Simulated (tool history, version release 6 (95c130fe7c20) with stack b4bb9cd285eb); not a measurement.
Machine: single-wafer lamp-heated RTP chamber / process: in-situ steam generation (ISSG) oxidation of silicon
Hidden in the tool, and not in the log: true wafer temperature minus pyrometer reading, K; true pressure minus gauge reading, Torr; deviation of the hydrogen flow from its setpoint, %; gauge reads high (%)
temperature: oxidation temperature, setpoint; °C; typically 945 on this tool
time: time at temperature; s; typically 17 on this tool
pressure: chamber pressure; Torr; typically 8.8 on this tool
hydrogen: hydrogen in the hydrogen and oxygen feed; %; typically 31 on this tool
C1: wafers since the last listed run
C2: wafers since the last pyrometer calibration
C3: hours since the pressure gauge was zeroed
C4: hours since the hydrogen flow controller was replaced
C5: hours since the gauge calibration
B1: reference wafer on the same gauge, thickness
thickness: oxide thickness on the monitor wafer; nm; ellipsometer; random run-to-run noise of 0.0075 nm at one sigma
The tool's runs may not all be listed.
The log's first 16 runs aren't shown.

Run 17, hour 428.9: usual settings but temperature 953 °C, time 23 s, pressure 9.7 Torr; C1 226; C2 4839; C3 307.1; C4 194.5; C5 165.8; B1 5.128. Result: thickness 5.717 nm.
Run 18, hour 443.0: usual settings; C1 242; C2 5081; C3 321.2; C4 208.6; C5 179.9; B1 5.131. Result: thickness 5.033 nm.
Run 19, hour 460.4: usual settings but temperature 935 °C, time 24 s, pressure 8.2 Torr; C1 298; C2 5380; C3 338.6; C4 226.0; C5 197.3; B1 5.131. Result: thickness 5.638 nm.
Run 20, hour 494.8: usual settings but temperature 951 °C, hydrogen 28 %; C1 590; C2 5971; C3 373.0; C4 260.4; C5 231.7; B1 5.132. Result: thickness 4.988 nm.
Run 21, hour 515.1: usual settings but temperature 955 °C, time 15 s; C1 348; C2 6320; C3 393.3; C4 280.7; C5 252.0; B1 5.132. Result: thickness 4.936 nm.
At hour 529.0: pyrometer window cleaned and pyrometer calibrated.
Run 22, hour 549.9: usual settings but pressure 9.8 Torr, hydrogen 28 %; C1 460; C2 359; C3 428.1; C4 315.5; C5 286.8; B1 5.129. Result: thickness 4.776 nm.
Run 23, hour 564.9: usual settings but hydrogen 25 %; C1 257; C2 617; C3 443.1; C4 330.5; C5 301.8; B1 5.129. Result: thickness 4.734 nm.
Run 24, hour 594.8: usual settings but temperature 938 °C, hydrogen 23 %; C1 513; C2 1130; C3 473.0; C4 360.4; C5 331.7; B1 5.131. Result: thickness 4.575 nm.
Run 25, hour 628.4: usual settings but temperature 926 °C, time 21 s; C1 577; C2 1707; C3 506.6; C4 394.0; C5 365.3; B1 5.129. Result: thickness 5.160 nm.
Run 26, hour 651.2: usual settings but time 21 s, pressure 9.7 Torr, hydrogen 24 %; C1 391; C2 2099; C3 529.4; C4 416.8; C5 388.1; B1 5.131. Result: thickness 5.050 nm.
Run 27, hour 681.0: usual settings but temperature 935 °C, pressure 8.1 Torr, hydrogen 32 %; C1 511; C2 2611; C3 559.2; C4 446.6; C5 417.9; B1 5.128. Result: thickness 4.998 nm.
Run 28, hour 696.8: usual settings; C1 271; C2 2882; C3 575.0; C4 462.4; C5 433.7; B1 5.129. Result: thickness 5.024 nm.
Run 29, hour 727.6: usual settings; C1 528; C2 3411; C3 605.8; C4 493.2; C5 464.5; B1 5.128. Result: thickness 5.037 nm.
Run 30, hour 754.9: usual settings but pressure 7.5 Torr; C1 468; C2 3880; C3 633.1; C4 520.5; C5 491.8; B1 5.130. Result: thickness 5.106 nm.
Run 31, hour 767.9: usual settings; C1 223; C2 4103; C3 646.1; C4 533.5; C5 504.8; B1 5.131. Result: thickness 5.020 nm.
Run 32, hour 786.8: usual settings but time 21 s, pressure 10.1 Torr, hydrogen 27 %; C1 324; C2 4428; C3 665.0; C4 552.4; C5 523.7; B1 5.129. Result: thickness 5.170 nm.

3 options for the next run, each taken on its own from the tool as it stands now. Forecast them:
Run A, hour 787.2: usual settings but temperature 938 °C; C1 6; C2 4435; C3 665.4; C4 552.8; C5 524.1; B1 ?. Result: thickness ?.
Run B, hour 787.2: usual settings but temperature 930 °C; C1 6; C2 4435; C3 665.4; C4 552.8; C5 524.1; B1 ?. Result: thickness ?.
Run C, hour 787.2: usual settings but temperature 960 °C, time 14 s, pressure 9.2 Torr; C1 6; C2 4435; C3 665.4; C4 552.8; C5 524.1; B1 ?. Result: thickness ?.

run     B1  thickness
  A  5.130      4.933
  B  5.130      4.829
  C  5.130      4.840
What these runs would have given with no unlogged condition in the tool:
run  thickness
  A      4.871
  B      4.771
  C      4.776

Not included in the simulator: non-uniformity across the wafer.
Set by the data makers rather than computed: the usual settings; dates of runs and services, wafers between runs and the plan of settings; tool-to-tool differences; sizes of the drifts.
